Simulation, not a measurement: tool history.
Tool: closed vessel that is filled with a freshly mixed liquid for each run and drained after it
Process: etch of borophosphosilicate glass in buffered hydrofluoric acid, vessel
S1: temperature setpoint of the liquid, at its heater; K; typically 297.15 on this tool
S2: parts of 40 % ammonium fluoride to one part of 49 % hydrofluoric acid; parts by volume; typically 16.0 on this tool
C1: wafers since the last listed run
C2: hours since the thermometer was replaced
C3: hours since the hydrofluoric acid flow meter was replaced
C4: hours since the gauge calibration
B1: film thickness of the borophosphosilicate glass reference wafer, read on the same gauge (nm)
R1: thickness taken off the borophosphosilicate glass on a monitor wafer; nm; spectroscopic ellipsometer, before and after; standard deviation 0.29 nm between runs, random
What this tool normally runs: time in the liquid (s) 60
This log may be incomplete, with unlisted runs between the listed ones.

Run 1, hour 0.0: usual settings; C1 0; C2 1407.6; C3 89.6; C4 665.4; B1 80.01. Result: R1 48.46 nm.
Run 2, hour 61.9: usual settings; C1 5410; C2 1469.5; C3 151.5; C4 727.3; B1 79.99. Result: R1 47.55 nm.
Run 3, hour 132.8: usual settings; C1 6197; C2 1540.4; C3 222.4; C4 798.2; B1 80.00. Result: R1 47.81 nm.
Run 4, hour 189.4: usual settings but S1 294.15 K; C1 4947; C2 1597.0; C3 279.0; C4 854.8; B1 80.00. Result: R1 39.85 nm.
Run 5, hour 357.0: usual settings but time in the liquid (s) 35; C1 14649; C2 1764.6; C3 446.6; C4 1022.4; B1 79.99. Result: R1 27.15 nm.
Run 6, hour 402.4: usual settings but time in the liquid (s) 35; C1 3968; C2 1810.0; C3 492.0; C4 1067.8; B1 79.99. Result: R1 26.87 nm.
Run 7, hour 437.4: usual settings but time in the liquid (s) 35; C1 3059; C2 1845.0; C3 527.0; C4 1102.8; B1 80.00. Result: R1 26.67 nm.
Run 8, hour 480.1: usual settings; C1 3732; C2 1887.7; C3 569.7; C4 1145.5; B1 79.99. Result: R1 45.44 nm.
Run 9, hour 534.6: usual settings; C1 4763; C2 1942.2; C3 624.2; C4 1200.0; B1 79.99. Result: R1 45.58 nm.
At hour 540.5: hydrofluoric acid flow meter replaced.
Run 10, hour 572.6: usual settings; C1 3234; C2 1980.2; C3 32.1; C4 1238.0; B1 79.98. Result: R1 49.65 nm.
Run 11, hour 623.9: usual settings; C1 4484; C2 2031.5; C3 83.4; C4 1289.3; B1 80.03. Result: R1 49.39 nm.
Run 12, hour 687.5: usual settings; C1 5559; C2 2095.1; C3 147.0; C4 1352.9; B1 80.02. Result: R1 48.68 nm.
Run 13, hour 749.7: usual settings; C1 5436; C2 2157.3; C3 209.2; C4 1415.1; B1 79.99. Result: R1 48.21 nm.
At hour 772.0: gauge calibrated.
Run 14, hour 800.5: usual settings but S1 294.15 K; C1 4440; C2 2208.1; C3 260.0; C4 28.5; B1 80.00. Result: R1 40.60 nm.
At hour 868.5: thermometer replaced.
Run 15, hour 869.2: usual settings but S2 20.0 parts by volume; C1 5917; C2 0.7; C3 328.7; C4 97.2; B1 80.00. Result: R1 37.16 nm.
Run 16, hour 1052.1: usual settings but S1 293.65 K, S2 11.0 parts by volume, time in the liquid (s) 35; C1 15987; C2 183.6; C3 511.6; C4 280.1; B1 79.99. Result: R1 31.05 nm.
Run 17, hour 1078.1: usual settings but time in the liquid (s) 45; C1 2272; C2 209.6; C3 537.6; C4 306.1; B1 79.98. Result: R1 33.36 nm.
Run 18, hour 1109.5: usual settings but S1 292.65 K, time in the liquid (s) 45; C1 2744; C2 241.0; C3 569.0; C4 337.5; B1 79.98. Result: R1 25.87 nm.
At hour 1125.6: hydrofluoric acid flow meter replaced.
Run 19, hour 1154.6: usual settings but S2 13.5 parts by volume; C1 3854; C2 286.1; C3 29.0; C4 382.6; B1 80.02. Result: R1 56.01 nm.
Run 20, hour 1211.6: usual settings but S1 294.65 K, time in the liquid (s) 45; C1 4982; C2 343.1; C3 86.0; C4 439.6; B1 79.99. Result: R1 31.04 nm.
Run 21, hour 1251.2: usual settings but S1 294.65 K, S2 11.5 parts by volume; C1 3461; C2 382.7; C3 125.6; C4 479.2; B1 80.01. Result: R1 56.81 nm.
Run 22, hour 1301.9: usual settings but time in the liquid (s) 35; C1 4431; C2 433.4; C3 176.3; C4 529.9; B1 79.99. Result: R1 27.51 nm.
Run 23, hour 1333.9: usual settings; C1 2797; C2 465.4; C3 208.3; C4 561.9; B1 80.01. Result: R1 46.35 nm.
Run 24, hour 1380.9: usual settings but S1 299.65 K, S2 10.5 parts by volume; C1 4108; C2 512.4; C3 255.3; C4 608.9; B1 80.01. Result: R1 80.52 nm.
Run 25, hour 1428.6: usual settings but time in the liquid (s) 30; C1 4169; C2 560.1; C3 303.0; C4 656.6; B1 79.99. Result: R1 22.96 nm.
Run 26, hour 1488.1: usual settings; C1 5200; C2 619.6; C3 362.5; C4 716.1; B1 80.00. Result: R1 46.29 nm.

Hidden state or all else? Some run-to-run changes of R1, split into what the settings, what came in and random variation would give without the hidden state, and what is left for the hidden state (with any gauge scatter that isn't in both results):
Unlogged tool condition in this case: liquid hotter than its thermometer reads (K); hydrofluoric acid flow below the setpoint (%); gauge reads high (%).
Run 9 -> 10: hydrofluoric acid flow meter replaced. R1 +4.07 nm: hidden state +3.68, all else +0.39.
Run 18 -> 19: S1 292.65 -> 297.15, S2 16.0 -> 13.5, time in the liquid (s) 45 -> 60, hydrofluoric acid flow meter replaced. R1 +30.14 nm: hidden state +2.01, all else +28.13.
Run 23 -> 24: S1 297.15 -> 299.65, S2 16.0 -> 10.5. R1 +34.17 nm: hidden state -1.02, all else +35.19.
Run 24 -> 25: S1 299.65 -> 297.15, S2 10.5 -> 16.0, time in the liquid (s) 60 -> 30. R1 -57.56 nm: hidden state +1.21, all else -58.77.

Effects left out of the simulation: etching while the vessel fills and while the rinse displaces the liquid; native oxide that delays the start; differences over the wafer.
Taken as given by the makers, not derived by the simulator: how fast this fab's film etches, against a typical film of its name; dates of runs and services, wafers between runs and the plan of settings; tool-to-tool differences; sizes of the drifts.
